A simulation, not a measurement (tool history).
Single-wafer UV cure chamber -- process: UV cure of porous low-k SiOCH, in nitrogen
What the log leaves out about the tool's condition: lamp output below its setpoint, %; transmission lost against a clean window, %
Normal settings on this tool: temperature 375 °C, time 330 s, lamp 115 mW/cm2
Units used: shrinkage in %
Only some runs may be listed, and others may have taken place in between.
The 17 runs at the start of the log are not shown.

| run | hour | temperature | time | lamp | wafers since the last listed run | hours since the UV bulbs were replaced | wafers since the quartz window was cleaned | shrinkage |
|---|---|---|---|---|---|---|---|---|
| 18 | 870.2 | 375 | 330 | 115 | 437 | 1902.0 | 1565 | 14.181 |
| 19 | 940.9 | 375 | 330 | 115 | 497 | 1972.7 | 2062 | 14.359 |
| 20 | 998.2 | 393 | 425 | 84 | 403 | 2030.0 | 2466 | 13.870 |
| 21 | 1022.7 | 383 | 330 | 139 | 172 | 2054.5 | 2638 | 15.011 |
| 22 | 1047.4 | 375 | 450 | 124 | 173 | 2079.2 | 2812 | 15.982 |
|  | 1075.4 | quartz window cleaned |
| 23 | 1111.0 | 395 | 405 | 105 | 391 | 2142.8 | 250 | 15.685 |
|  | 1175.2 | UV bulbs replaced |
| 24 | 1181.5 | 375 | 170 | 143 | 440 | 6.3 | 690 | 13.791 |
| 25 | 1218.9 | 356 | 330 | 75 | 263 | 43.7 | 953 | 13.692 |
| 26 | 1280.5 | 358 | 330 | 115 | 433 | 105.3 | 1387 | 15.480 |
| 27 | 1311.5 | 375 | 330 | 115 | 218 | 136.3 | 1605 | 16.123 |
| 28 | 1337.8 | 382 | 410 | 86 | 185 | 162.6 | 1791 | 15.416 |
| 29 | 1363.8 | 386 | 330 | 115 | 183 | 188.6 | 1974 | 15.339 |
| 30 | 1428.3 | 375 | 330 | 115 | 454 | 253.1 | 2428 | 14.974 |
|  | 1490.6 | quartz window cleaned |
| 31 | 1588.8 | 368 | 410 | 139 | 1073 | 413.6 | 691 | 17.563 |
| 32 | 1660.1 | 375 | 330 | 115 | 502 | 484.9 | 1193 | 15.151 |
| 33 | 1705.7 | 389 | 425 | 89 | 321 | 530.5 | 1514 | 15.006 |
| 34 | 1773.5 | 375 | 330 | 115 | 477 | 598.3 | 1992 | 14.924 |
|  | 1848.8 | quartz window cleaned |
| 35 | 1971.2 | 375 | 270 | 143 | 1335 | 796.0 | 861 | 14.695 |
| 36 | 2011.6 | 381 | 330 | 94 | 284 | 836.4 | 1146 | 13.814 |
| 37 | 2037.1 | 355 | 330 | 87 | 179 | 861.9 | 1325 | 12.923 |
| 38 | 2099.4 | 364 | 330 | 115 | 438 | 924.2 | 1764 | 14.251 |

Predict each of these 3 candidate next runs independently; none follows another, all start after run 38:
| A | 2099.8 | 375 | 330 | 115 | 2 | 924.6 | 1767 | ? |
| B | 2099.8 | 369 | 330 | 115 | 2 | 924.6 | 1767 | ? |
| C | 2099.8 | 389 | 330 | 115 | 2 | 924.6 | 1767 | ? |

| run | shrinkage |
|---|---|
| A | 14.368 |
| B | 14.239 |
| C | 14.663 |
Had the tool no hidden state, the same runs would have come out as:
| run | shrinkage |
|---|---|
| A | 16.558 |
| B | 16.424 |
| C | 16.860 |

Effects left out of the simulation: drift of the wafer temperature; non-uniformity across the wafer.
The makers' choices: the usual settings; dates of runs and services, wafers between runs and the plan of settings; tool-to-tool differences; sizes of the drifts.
